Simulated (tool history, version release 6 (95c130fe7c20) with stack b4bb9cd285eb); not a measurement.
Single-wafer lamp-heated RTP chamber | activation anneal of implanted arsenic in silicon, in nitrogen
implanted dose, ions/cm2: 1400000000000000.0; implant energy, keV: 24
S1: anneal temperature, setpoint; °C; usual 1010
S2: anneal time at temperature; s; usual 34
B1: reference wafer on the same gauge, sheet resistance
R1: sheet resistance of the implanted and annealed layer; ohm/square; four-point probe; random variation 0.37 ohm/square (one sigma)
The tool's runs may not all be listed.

{"run": 1, "hour": 0.0, "S1": 1010, "S2": 40, "B1": 120.79, "R1": 109.06}
{"run": 2, "hour": 11.4, "S1": 1010, "S2": 40, "B1": 120.8, "R1": 108.78}
{"hour": 15.4, "done": "gauge calibrated"}
{"hour": 22.5, "done": "pyrometer window cleaned and pyrometer calibrated"}
{"run": 3, "hour": 24.5, "S1": 1010, "S2": 40, "B1": 120.85, "R1": 110.66}
{"run": 4, "hour": 35.7, "S1": 1010, "S2": 34, "B1": 120.96, "R1": 112.67}
{"run": 5, "hour": 44.4, "S1": 1010, "S2": 34, "B1": 121.05, "R1": 112.5}
{"run": 6, "hour": 51.4, "S1": 1010, "S2": 34, "B1": 121.11, "R1": 111.39}
{"run": 7, "hour": 88.8, "S1": 1018, "S2": 34, "B1": 120.96, "R1": 108.5}
{"run": 8, "hour": 99.1, "S1": 1018, "S2": 34, "B1": 120.75, "R1": 107.89}
{"run": 9, "hour": 110.5, "S1": 1010, "S2": 34, "B1": 120.96, "R1": 110.24}
{"run": 10, "hour": 122.6, "S1": 1010, "S2": 34, "B1": 120.94, "R1": 109.19}
{"run": 11, "hour": 129.7, "S1": 1010, "S2": 23, "B1": 121.03, "R1": 114.61}
{"hour": 139.3, "done": "pyrometer window cleaned and pyrometer calibrated"}
{"run": 12, "hour": 146.9, "S1": 1010, "S2": 23, "B1": 120.81, "R1": 116.73}
{"run": 13, "hour": 155.7, "S1": 1003, "S2": 34, "B1": 121.09, "R1": 113.1}
{"run": 14, "hour": 163.9, "S1": 997, "S2": 34, "B1": 121.08, "R1": 114.79}
{"hour": 177.2, "done": "reflector plate cleaned"}
{"run": 15, "hour": 178.4, "S1": 1037, "S2": 26, "B1": 121.02, "R1": 107.97}
{"run": 16, "hour": 184.8, "S1": 981, "S2": 16, "B1": 120.93, "R1": 131.19}
{"run": 17, "hour": 200.2, "S1": 1019, "S2": 52, "B1": 120.88, "R1": 104.28}
{"run": 18, "hour": 243.2, "S1": 1010, "S2": 34, "B1": 121.12, "R1": 112.16}
{"hour": 256.3, "done": "pyrometer window cleaned and pyrometer calibrated"}
{"run": 19, "hour": 256.8, "S1": 1010, "S2": 25, "B1": 120.88, "R1": 117.58}
{"hour": 257.8, "done": "gauge calibrated"}
{"run": 20, "hour": 266.3, "S1": 1010, "S2": 34, "B1": 121.06, "R1": 113.68}
{"run": 21, "hour": 276.6, "S1": 999, "S2": 44, "B1": 120.91, "R1": 113.71}
{"run": 22, "hour": 290.4, "S1": 995, "S2": 53, "B1": 120.98, "R1": 112.38}
{"run": 23, "hour": 305.4, "S1": 1010, "S2": 34, "B1": 121.05, "R1": 112.5}
{"run": 24, "hour": 317.8, "S1": 1010, "S2": 34, "B1": 121.25, "R1": 111.93}
{"run": 25, "hour": 324.5, "S1": 1030, "S2": 34, "B1": 121.03, "R1": 106.33}
{"run": 26, "hour": 333.9, "S1": 989, "S2": 27, "B1": 120.85, "R1": 122.25}

Forecast each of these 4 alternatives for the next run:
{"run": "A", "hour": 334.3, "S1": 1010, "S2": 34, "B1": "?", "R1": "?"}
{"run": "B", "hour": 334.3, "S1": 1001, "S2": 16, "B1": "?", "R1": "?"}
{"run": "C", "hour": 334.3, "S1": 1024, "S2": 23, "B1": "?", "R1": "?"}
{"run": "D", "hour": 334.3, "S1": 998, "S2": 34, "B1": "?", "R1": "?"}

run=A B1=121.01 R1=111.5
run=B B1=121.01 R1=123.16
run=C B1=121.01 R1=111.86
run=D B1=121.01 R1=115.47
Without the tool's hidden state the same runs would have given:
run=A R1=113.8
run=B R1=125.5
run=C R1=113.96
run=D R1=117.9
